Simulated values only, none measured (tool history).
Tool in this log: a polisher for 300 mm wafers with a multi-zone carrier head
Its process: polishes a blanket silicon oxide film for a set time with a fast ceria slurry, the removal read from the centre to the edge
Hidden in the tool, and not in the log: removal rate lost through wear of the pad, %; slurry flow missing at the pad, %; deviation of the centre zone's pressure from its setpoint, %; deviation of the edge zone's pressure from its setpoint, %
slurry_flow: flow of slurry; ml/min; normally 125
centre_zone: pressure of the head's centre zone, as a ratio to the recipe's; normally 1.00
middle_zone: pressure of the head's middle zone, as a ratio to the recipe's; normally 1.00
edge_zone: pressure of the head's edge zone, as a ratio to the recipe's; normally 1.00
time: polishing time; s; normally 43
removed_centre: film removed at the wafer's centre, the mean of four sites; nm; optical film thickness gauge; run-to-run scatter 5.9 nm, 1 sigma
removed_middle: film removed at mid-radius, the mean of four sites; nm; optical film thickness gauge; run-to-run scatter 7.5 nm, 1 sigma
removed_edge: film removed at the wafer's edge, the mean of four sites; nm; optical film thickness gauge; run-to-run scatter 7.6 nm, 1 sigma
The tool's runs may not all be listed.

| run | day | slurry_flow | centre_zone | middle_zone | edge_zone | time | wafers since the last listed run | wafers polished on this pad | hours since the slurry nozzle was cleaned | hours since the centre zone pressure was calibrated | hours since the edge zone pressure was calibrated | hours since the carrier head's membrane was replaced | incoming thickness of the incoming film, nm | removed_centre | removed_middle | removed_edge |
|---|---|---|---|---|---|---|---|---|---|---|---|---|---|---|---|---|
| 1 | 0.000 | 125 | 1.00 | 1.00 | 1.00 | 43 | 0 | 1992 | 553.9 | 160.3 | 1122.0 | 1636.0 | 2567.3 | 816.3 | 840.3 | 825.0 |
|  | 0.688 | worn pad replaced by a new one |
| 2 | 1.154 | 125 | 1.00 | 1.00 | 1.00 | 43 | 241 | 114 | 581.6 | 188.0 | 1149.7 | 1663.7 | 2506.4 | 818.9 | 837.3 | 821.7 |
| 3 | 2.112 | 155 | 1.00 | 1.00 | 1.00 | 43 | 234 | 348 | 604.6 | 211.0 | 1172.7 | 1686.7 | 2505.1 | 845.9 | 857.7 | 852.8 |
| 4 | 3.450 | 125 | 1.00 | 1.04 | 1.00 | 43 | 327 | 675 | 636.7 | 243.1 | 1204.8 | 1718.8 | 2492.4 | 814.4 | 858.0 | 816.7 |
| 5 | 4.129 | 135 | 1.00 | 0.96 | 1.00 | 43 | 166 | 842 | 653.0 | 259.4 | 1221.1 | 1735.1 | 2502.8 | 830.3 | 832.2 | 826.2 |
|  | 4.171 | slurry nozzle cleaned |
| 6 | 4.788 | 125 | 1.00 | 0.95 | 1.00 | 43 | 150 | 992 | 14.8 | 275.2 | 1236.9 | 1750.9 | 2505.2 | 815.5 | 794.2 | 810.3 |
| 7 | 5.708 | 140 | 1.00 | 1.08 | 1.00 | 43 | 225 | 1217 | 36.9 | 297.3 | 1259.0 | 1773.0 | 2513.6 | 842.2 | 909.4 | 831.3 |
| 8 | 6.417 | 125 | 1.00 | 1.00 | 1.00 | 43 | 173 | 1391 | 53.9 | 314.3 | 1276.0 | 1790.0 | 2514.6 | 814.7 | 832.2 | 811.0 |
|  | 6.721 | carrier head's membrane replaced by a new one |
| 9 | 7.362 | 150 | 1.08 | 0.90 | 1.11 | 43 | 180 | 1571 | 76.6 | 337.0 | 1298.7 | 15.4 | 2528.3 | 882.5 | 801.5 | 884.3 |
| 10 | 8.188 | 125 | 1.00 | 1.00 | 1.00 | 57 | 201 | 1773 | 96.4 | 356.8 | 1318.5 | 35.2 | 2508.8 | 1059.0 | 1102.1 | 1088.5 |
|  | 8.625 | edge zone pressure recalibrated |
| 11 | 9.129 | 140 | 1.00 | 1.08 | 1.00 | 43 | 209 | 1983 | 119.0 | 379.4 | 12.1 | 57.8 | 2538.0 | 814.4 | 905.8 | 828.1 |
|  | 9.946 | worn pad replaced by a new one |
| 12 | 10.017 | 155 | 1.07 | 1.00 | 1.00 | 43 | 176 | 17 | 140.3 | 400.7 | 33.4 | 79.1 | 2504.6 | 880.3 | 874.7 | 864.8 |
| 13 | 10.983 | 125 | 1.00 | 1.00 | 1.00 | 30 | 236 | 253 | 163.5 | 423.9 | 56.6 | 102.3 | 2523.6 | 552.9 | 576.4 | 571.6 |
| 14 | 12.408 | 105 | 1.00 | 1.10 | 1.08 | 43 | 348 | 602 | 197.7 | 458.1 | 90.8 | 136.5 | 2578.7 | 751.5 | 854.2 | 820.7 |
| 15 | 13.625 | 160 | 1.00 | 0.96 | 1.08 | 43 | 297 | 899 | 226.9 | 487.3 | 120.0 | 165.7 | 2564.3 | 847.9 | 864.6 | 875.6 |
| 16 | 14.458 | 105 | 1.00 | 0.90 | 1.00 | 43 | 203 | 1103 | 246.9 | 507.3 | 140.0 | 185.7 | 2569.6 | 752.4 | 734.4 | 798.3 |
| 17 | 15.617 | 125 | 1.00 | 1.00 | 0.90 | 35 | 283 | 1386 | 274.7 | 535.1 | 167.8 | 213.5 | 2534.6 | 647.4 | 684.3 | 626.6 |
| 18 | 16.212 | 125 | 1.00 | 1.00 | 1.00 | 43 | 145 | 1532 | 289.0 | 549.4 | 182.1 | 227.8 | 2510.0 | 795.5 | 850.0 | 822.3 |
| 19 | 17.612 | 125 | 1.00 | 0.93 | 1.00 | 43 | 342 | 1874 | 322.6 | 583.0 | 215.7 | 261.4 | 2515.8 | 795.7 | 779.7 | 832.7 |
| 20 | 18.629 | 125 | 1.05 | 1.00 | 1.10 | 43 | 248 | 2123 | 347.0 | 607.4 | 240.1 | 285.8 | 2520.9 | 818.4 | 831.5 | 856.0 |
| 21 | 19.129 | 145 | 1.00 | 1.00 | 1.00 | 43 | 122 | 2245 | 359.0 | 619.4 | 252.1 | 297.8 | 2552.1 | 835.2 | 859.2 | 846.7 |

A few steps of removed_centre between consecutive runs. Split each: what settings, incoming material and random variation would produce without the hidden state, and what is left over for the hidden state, along with gauge scatter present in only one of the two compared results (measured, and without hidden state):
Run 10 -> 11: slurry_flow 125 -> 140, middle_zone 1.00 -> 1.08, time 57 -> 43, edge zone pressure recalibrated. removed_centre -244.6 nm: hidden state +8.6, all else -253.2.
Run 12 -> 13: slurry_flow 155 -> 125, centre_zone 1.07 -> 1.00, time 43 -> 30. removed_centre -327.4 nm: hidden state +13.4, all else -340.8.
Run 13 -> 14: slurry_flow 125 -> 105, middle_zone 1.00 -> 1.10, edge_zone 1.00 -> 1.08, time 30 -> 43. removed_centre +198.6 nm: hidden state -10.6, all else +209.2.

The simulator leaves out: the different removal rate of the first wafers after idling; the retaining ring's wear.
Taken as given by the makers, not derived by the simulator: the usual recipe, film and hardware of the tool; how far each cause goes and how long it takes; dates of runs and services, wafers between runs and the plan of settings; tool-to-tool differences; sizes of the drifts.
